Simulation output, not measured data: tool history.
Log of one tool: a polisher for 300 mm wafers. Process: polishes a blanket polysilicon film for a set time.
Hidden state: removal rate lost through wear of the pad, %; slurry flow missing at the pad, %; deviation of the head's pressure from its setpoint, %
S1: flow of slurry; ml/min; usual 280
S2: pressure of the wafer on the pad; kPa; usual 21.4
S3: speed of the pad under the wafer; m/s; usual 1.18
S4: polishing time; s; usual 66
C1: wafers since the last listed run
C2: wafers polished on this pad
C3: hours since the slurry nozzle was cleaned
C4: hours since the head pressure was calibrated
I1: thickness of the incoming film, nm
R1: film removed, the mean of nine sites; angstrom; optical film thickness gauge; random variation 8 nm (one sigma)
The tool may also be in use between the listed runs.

run 1 day=0.000 | S1=280 S2=21.4 S3=1.18 S4=66 | C1=0 C2=2311 C3=323.4 C4=542.6 | I1=2035.4 | R1=6860
-- day=0.146 worn pad replaced by a new one
run 2 day=1.892 | S1=280 S2=21.4 S3=1.18 S4=66 | C1=299 C2=299 C3=368.8 C4=588.0 | I1=2062.2 | R1=7280
run 3 day=5.804 | S1=280 S2=21.4 S3=1.36 S4=51 | C1=670 C2=969 C3=462.7 C4=681.9 | I1=2080.9 | R1=5924
run 4 day=7.304 | S1=280 S2=21.4 S3=1.36 S4=51 | C1=256 C2=1226 C3=498.7 C4=717.9 | I1=2083.9 | R1=5699
-- day=8.871 head pressure recalibrated
run 5 day=11.692 | S1=280 S2=21.4 S3=1.18 S4=66 | C1=737 C2=1963 C3=604.0 C4=67.7 | I1=2095.5 | R1=7099
-- day=13.983 worn pad replaced by a new one
run 6 day=14.567 | S1=205 S2=21.4 S3=1.18 S4=81 | C1=463 C2=99 C3=673.0 C4=136.7 | I1=2051.1 | R1=9037
run 7 day=18.946 | S1=205 S2=21.4 S3=1.18 S4=81 | C1=750 C2=849 C3=778.1 C4=241.8 | I1=2052.7 | R1=8642
-- day=19.662 slurry nozzle cleaned
run 8 day=22.829 | S1=205 S2=21.4 S3=1.18 S4=81 | C1=657 C2=1507 C3=76.0 C4=335.0 | I1=2073.4 | R1=8499
run 9 day=25.546 | S1=280 S2=21.4 S3=1.18 S4=66 | C1=465 C2=1973 C3=141.2 C4=400.2 | I1=2082.8 | R1=7060
-- day=27.662 worn pad replaced by a new one
run 10 day=27.733 | S1=280 S2=21.4 S3=1.18 S4=66 | C1=346 C2=11 C3=193.7 C4=452.7 | I1=2087.9 | R1=7589
run 11 day=31.654 | S1=280 S2=21.4 S3=1.18 S4=66 | C1=671 C2=683 C3=287.8 C4=546.8 | I1=2062.8 | R1=7206
run 12 day=35.796 | S1=280 S2=21.4 S3=1.18 S4=56 | C1=709 C2=1392 C3=387.2 C4=646.2 | I1=2068.4 | R1=5875
run 13 day=39.092 | S1=325 S2=28.3 S3=1.18 S4=44 | C1=564 C2=1957 C3=466.3 C4=725.3 | I1=2098.1 | R1=5837
-- day=41.754 worn pad replaced by a new one
run 14 day=42.758 | S1=280 S2=18.6 S3=1.18 S4=66 | C1=599 C2=171 C3=554.3 C4=813.3 | I1=2110.8 | R1=6286
-- day=45.525 head pressure recalibrated
run 15 day=46.546 | S1=280 S2=14.5 S3=1.18 S4=66 | C1=634 C2=806 C3=645.2 C4=24.5 | I1=2086.3 | R1=5245
run 16 day=49.621 | S1=365 S2=17.2 S3=1.18 S4=66 | C1=526 C2=1332 C3=719.0 C4=98.3 | I1=2103.3 | R1=6110
run 17 day=52.750 | S1=240 S2=17.2 S3=1.30 S4=43 | C1=535 C2=1868 C3=794.1 C4=173.4 | I1=2102.8 | R1=4067
-- day=53.450 slurry nozzle cleaned
run 18 day=55.654 | S1=225 S2=21.4 S3=1.18 S4=43 | C1=490 C2=2358 C3=52.9 C4=243.1 | I1=2065.5 | R1=4566
run 19 day=57.233 | S1=280 S2=26.2 S3=1.18 S4=66 | C1=270 C2=2629 C3=90.8 C4=281.0 | I1=2096.2 | R1=8472
-- day=57.621 worn pad replaced by a new one
run 20 day=61.629 | S1=280 S2=18.6 S3=1.18 S4=66 | C1=724 C2=686 C3=196.3 C4=386.5 | I1=2064.2 | R1=6416
run 21 day=63.992 | S1=380 S2=27.6 S3=0.82 S4=84 | C1=404 C2=1090 C3=253.0 C4=443.2 | I1=2082.2 | R1=9144
run 22 day=67.275 | S1=335 S2=21.4 S3=1.00 S4=66 | C1=562 C2=1653 C3=331.8 C4=522.0 | I1=2067.8 | R1=6305
run 23 day=70.412 | S1=250 S2=28.3 S3=1.18 S4=82 | C1=537 C2=2190 C3=407.1 C4=597.3 | I1=2100.2 | R1=10810
-- day=73.296 worn pad replaced by a new one
run 24 day=73.325 | S1=250 S2=21.4 S3=0.94 S4=66 | C1=470 C2=4 C3=477.0 C4=667.2 | I1=2088.5 | R1=6136
run 25 day=77.108 | S1=280 S2=21.4 S3=1.36 S4=51 | C1=647 C2=652 C3=567.8 C4=758.0 | I1=2093.7 | R1=5869

Some steps in R1 between neighbouring runs. How much of each would the tool show without its hidden state too (settings, what came in, random variation), and how much is left for the hidden state, with any gauge scatter that isn't in both results?
Run 22 -> 23: S1 335 -> 250, S2 21.4 -> 28.3, S3 1.00 -> 1.18, S4 66 -> 82. R1 +4505 angstrom: hidden state -867, all else +5372.
Run 23 -> 24: S2 28.3 -> 21.4, S3 1.18 -> 0.94, S4 82 -> 66, worn pad replaced by a new one. R1 -4674 angstrom: hidden state +1218, all else -5892.
